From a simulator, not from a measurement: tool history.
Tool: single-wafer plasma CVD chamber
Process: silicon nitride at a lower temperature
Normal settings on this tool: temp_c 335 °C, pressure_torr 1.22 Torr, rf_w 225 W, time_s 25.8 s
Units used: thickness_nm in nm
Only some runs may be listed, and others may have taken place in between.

| run | hour | temp_c | pressure_torr | rf_w | time_s | wafers since the last listed run | hours since the last thermocouple change | hours since the last RF generator calibration | hours since the last manometer calibration | hours since the showerhead was replaced | hours since the gauge calibration | read-back reference wafer on the same gauge, thickness_nm | thickness_nm |
|---|---|---|---|---|---|---|---|---|---|---|---|---|---|
| 1 | 0 | 335 | 1.22 | 225 | 25.8 | 0 | 2034.8 | 749.3 | 2661.1 | 4885.4 | 9 | 22.231 | 23.74 |
| 2 | 16.3 | 335 | 1.22 | 225 | 25.8 | 556 | 2051.1 | 765.6 | 2677.4 | 4901.7 | 25.3 | 22.207 | 23.655 |
| 3 | 38.9 | 335 | 1.22 | 225 | 25.8 | 771 | 2073.7 | 788.2 | 2700 | 4924.3 | 47.9 | 22.174 | 23.89 |
| 4 | 67.2 | 335 | 1.22 | 225 | 25.8 | 965 | 2102 | 816.5 | 2728.3 | 4952.6 | 76.2 | 22.214 | 23.652 |
|  | 81.4 | RF generator calibrated |
| 5 | 81.9 | 335 | 1.22 | 225 | 25.8 | 228 | 2116.7 | 0.5 | 2743 | 4967.3 | 90.9 | 22.195 | 23.79 |
| 6 | 88.9 | 335 | 1.22 | 225 | 25.8 | 238 | 2123.7 | 7.5 | 2750 | 4974.3 | 97.9 | 22.206 | 23.842 |
| 7 | 100 | 335 | 1.22 | 225 | 25.8 | 378 | 2134.8 | 18.6 | 2761.1 | 4985.4 | 109 | 22.211 | 23.919 |
|  | 121.1 | thermocouple changed; heater temperature recalibrated |
|  | 128 | showerhead replaced |
| 8 | 128.5 | 335 | 1.22 | 225 | 25.8 | 464 | 7.4 | 47.1 | 2789.6 | 0.5 | 137.5 | 22.219 | 23.662 |
| 9 | 135.6 | 335 | 1.22 | 225 | 25.8 | 242 | 14.5 | 54.2 | 2796.7 | 7.6 | 144.6 | 22.189 | 23.644 |
| 10 | 146.5 | 335 | 0.96 | 270 | 25.8 | 371 | 25.4 | 65.1 | 2807.6 | 18.5 | 155.5 | 22.185 | 26.834 |
| 11 | 164 | 335 | 1.37 | 225 | 22.3 | 597 | 42.9 | 82.6 | 2825.1 | 36 | 173 | 22.184 | 20.922 |
|  | 176.4 | gauge calibrated |
|  | 177.5 | capacitance manometer re-zeroed and calibrated |
| 12 | 179.6 | 335 | 1.22 | 225 | 21.4 | 259 | 58.5 | 98.2 | 2.1 | 51.6 | 3.2 | 22.192 | 19.586 |
| 13 | 192.4 | 322 | 1.45 | 225 | 27.3 | 436 | 71.3 | 111 | 14.9 | 64.4 | 16 | 22.198 | 26.172 |
| 14 | 205.3 | 335 | 1.22 | 225 | 25.8 | 440 | 84.2 | 123.9 | 27.8 | 77.3 | 28.9 | 22.2 | 23.717 |
| 15 | 217.8 | 335 | 1.45 | 235 | 28.6 | 426 | 96.7 | 136.4 | 40.3 | 89.8 | 41.4 | 22.222 | 28.571 |
| 16 | 232.5 | 335 | 1.22 | 225 | 25.8 | 501 | 111.4 | 151.1 | 55 | 104.5 | 56.1 | 22.175 | 23.757 |
| 17 | 246.9 | 322 | 1.22 | 210 | 21.9 | 491 | 125.8 | 165.5 | 69.4 | 118.9 | 70.5 | 22.199 | 18.879 |
| 18 | 260.9 | 330 | 1.11 | 225 | 29.2 | 477 | 139.8 | 179.5 | 83.4 | 132.9 | 84.5 | 22.22 | 26.444 |

Forecast each of these 5 alternatives for the next run:
| A | 261.3 | 335 | 1.06 | 225 | 25.8 | 13 | 140.2 | 179.9 | 83.8 | 133.3 | 84.9 | ? | ? |
| B | 261.3 | 348 | 1.22 | 225 | 25.8 | 13 | 140.2 | 179.9 | 83.8 | 133.3 | 84.9 | ? | ? |
| C | 261.3 | 335 | 1.4 | 225 | 25.8 | 13 | 140.2 | 179.9 | 83.8 | 133.3 | 84.9 | ? | ? |
| D | 261.3 | 335 | 1.22 | 235 | 23 | 13 | 140.2 | 179.9 | 83.8 | 133.3 | 84.9 | ? | ? |
| E | 261.3 | 326 | 1.22 | 215 | 25.8 | 13 | 140.2 | 179.9 | 83.8 | 133.3 | 84.9 | ? | ? |

| run | read-back reference wafer on the same gauge, thickness_nm | thickness_nm |
|---|---|---|
| A | 22.233 | 23.055 |
| B | 22.233 | 23.412 |
| C | 22.233 | 24.052 |
| D | 22.233 | 21.868 |
| E | 22.233 | 22.596 |
The same runs, with their run-to-run variation unchanged, on a tool lacking any hidden condition would have given:
| run | thickness_nm |
|---|---|
| A | 23.055 |
| B | 23.412 |
| C | 24.052 |
| D | 21.868 |
| E | 22.596 |
